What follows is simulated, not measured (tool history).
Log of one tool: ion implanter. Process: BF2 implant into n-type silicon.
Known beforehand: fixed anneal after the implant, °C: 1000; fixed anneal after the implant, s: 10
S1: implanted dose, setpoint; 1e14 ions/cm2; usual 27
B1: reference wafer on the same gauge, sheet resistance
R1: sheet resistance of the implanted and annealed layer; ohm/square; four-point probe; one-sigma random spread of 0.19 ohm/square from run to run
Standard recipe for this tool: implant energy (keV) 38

Run 1, hour 0: usual settings; B1 129.05. Result: R1 128.51 ohm/square.
Run 2, hour 67.4: usual settings; B1 128.97. Result: R1 128.38 ohm/square.
Run 3, hour 104.6: usual settings but S1 29.01 1e14 ions/cm2; B1 129.06. Result: R1 128.03 ohm/square.
Run 4, hour 146.7: usual settings but implant energy (keV) 41.5; B1 128.96. Result: R1 122.51 ohm/square.
Run 5, hour 194.3: usual settings; B1 128.98. Result: R1 128.62 ohm/square.
Run 6, hour 248.9: usual settings; B1 128.91. Result: R1 128.49 ohm/square.
Run 7, hour 276.8: usual settings; B1 128.97. Result: R1 128.81 ohm/square.
At hour 322.7: gauge calibrated.
Run 8, hour 343.1: usual settings; B1 129.01. Result: R1 128.61 ohm/square.
At hour 355.9: Faraday cup replaced and dose calibrated.
Run 9, hour 376.4: usual settings but implant energy (keV) 45; B1 129.07. Result: R1 116.97 ohm/square.
Run 10, hour 425.4: usual settings but implant energy (keV) 49.5; B1 128.96. Result: R1 110.11 ohm/square.
Run 11, hour 459.9: usual settings but S1 22.29 1e14 ions/cm2, implant energy (keV) 29.5; B1 129.04. Result: R1 151.39 ohm/square.
Run 12, hour 494.6: usual settings but S1 21.56 1e14 ions/cm2, implant energy (keV) 30; B1 129. Result: R1 150.72 ohm/square.
Run 13, hour 538: usual settings; B1 129. Result: R1 129.81 ohm/square.
At hour 597.6: extraction supply calibrated.
Run 14, hour 609.1: usual settings but S1 23.78 1e14 ions/cm2, implant energy (keV) 41.5; B1 128.96. Result: R1 121.08 ohm/square.
Run 15, hour 676.2: usual settings; B1 128.97. Result: R1 126.21 ohm/square.
Run 16, hour 723.5: usual settings; B1 129.01. Result: R1 126.66 ohm/square.
Run 17, hour 781.8: usual settings but S1 34.56 1e14 ions/cm2, implant energy (keV) 34; B1 128.98. Result: R1 132.22 ohm/square.

Branching from run 17: 5 alternative next runs. What would each branch give?
Run A, hour 782.2: usual settings; B1 ?. Result: R1 ?.
Run B, hour 782.2: usual settings but S1 23.76 1e14 ions/cm2, implant energy (keV) 30; B1 ?. Result: R1 ?.
Run C, hour 782.2: usual settings but S1 32.5 1e14 ions/cm2, implant energy (keV) 46.5; B1 ?. Result: R1 ?.
Run D, hour 782.2: usual settings but S1 34.99 1e14 ions/cm2, implant energy (keV) 50.5; B1 ?. Result: R1 ?.
Run E, hour 782.2: usual settings but S1 22.85 1e14 ions/cm2, implant energy (keV) 44.5; B1 ?. Result: R1 ?.

run      B1      R1
  A  129.03  126.23
  B  129.03  145.88
  C  129.03   110.5
  D  129.03   104.4
  E  129.03  116.39
Take away the tool's hidden state, keep each run's random variation, and the runs would have read:
run      R1
  A  126.67
  B  146.37
  C   110.9
  D  104.79
  E   116.8
